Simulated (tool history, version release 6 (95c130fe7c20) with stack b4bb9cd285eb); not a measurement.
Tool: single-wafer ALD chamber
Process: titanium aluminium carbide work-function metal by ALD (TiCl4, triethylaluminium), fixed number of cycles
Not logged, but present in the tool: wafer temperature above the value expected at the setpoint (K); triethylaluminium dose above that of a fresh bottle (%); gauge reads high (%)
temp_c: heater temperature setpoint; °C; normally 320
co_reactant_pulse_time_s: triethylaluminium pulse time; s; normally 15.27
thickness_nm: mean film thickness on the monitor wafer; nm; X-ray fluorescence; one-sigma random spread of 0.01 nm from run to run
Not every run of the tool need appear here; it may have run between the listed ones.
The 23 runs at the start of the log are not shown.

run,hour,temp_c,co_reactant_pulse_time_s,wafers since the last listed run,hours since the last thermocouple change,hours since the last triethylaluminium bottle change,hours since the showerhead was replaced,hours since the gauge calibration,"read-back reference wafer on the same gauge, thickness_nm",thickness_nm
24,301.5,315,9.91,75,123.3,194.5,202.6,204.5,2.481,2.054
25,308.6,320,13.47,49,130.4,201.6,209.7,211.6,2.482,2.238
26,321.5,326,15.27,89,143.3,214.5,222.6,224.5,2.482,2.308
27,334.4,332,11.28,89,156.2,227.4,235.5,237.4,2.483,2.280
28,342.8,328,21.14,58,164.6,235.8,243.9,245.8,2.481,2.341
29,357.0,324,11.39,98,178.8,250.0,258.1,260.0,2.478,2.208
30,369.2,332,16.97,84,191.0,262.2,270.3,272.2,2.480,2.375
31,385.3,314,11.20,111,207.1,278.3,286.4,288.3,2.481,2.122
32,401.7,320,11.64,113,223.5,294.7,302.8,304.7,2.476,2.195

Branching from run 32: 5 alternative next runs. What would each branch give?
A,402.1,320,11.07,2,223.9,295.1,303.2,305.1,?,?
B,402.1,315,9.89,2,223.9,295.1,303.2,305.1,?,?
C,402.1,308,21.23,2,223.9,295.1,303.2,305.1,?,?
D,402.1,310,19.21,2,223.9,295.1,303.2,305.1,?,?
E,402.1,326,11.84,2,223.9,295.1,303.2,305.1,?,?

run,"read-back reference wafer on the same gauge, thickness_nm",thickness_nm
A,2.479,2.179
B,2.479,2.059
C,2.479,2.176
D,2.479,2.193
E,2.479,2.263
Stripped of hidden state, with their random variation kept, the same runs would have yielded:
run,thickness_nm
A,2.187
B,2.070
C,2.176
D,2.193
E,2.269
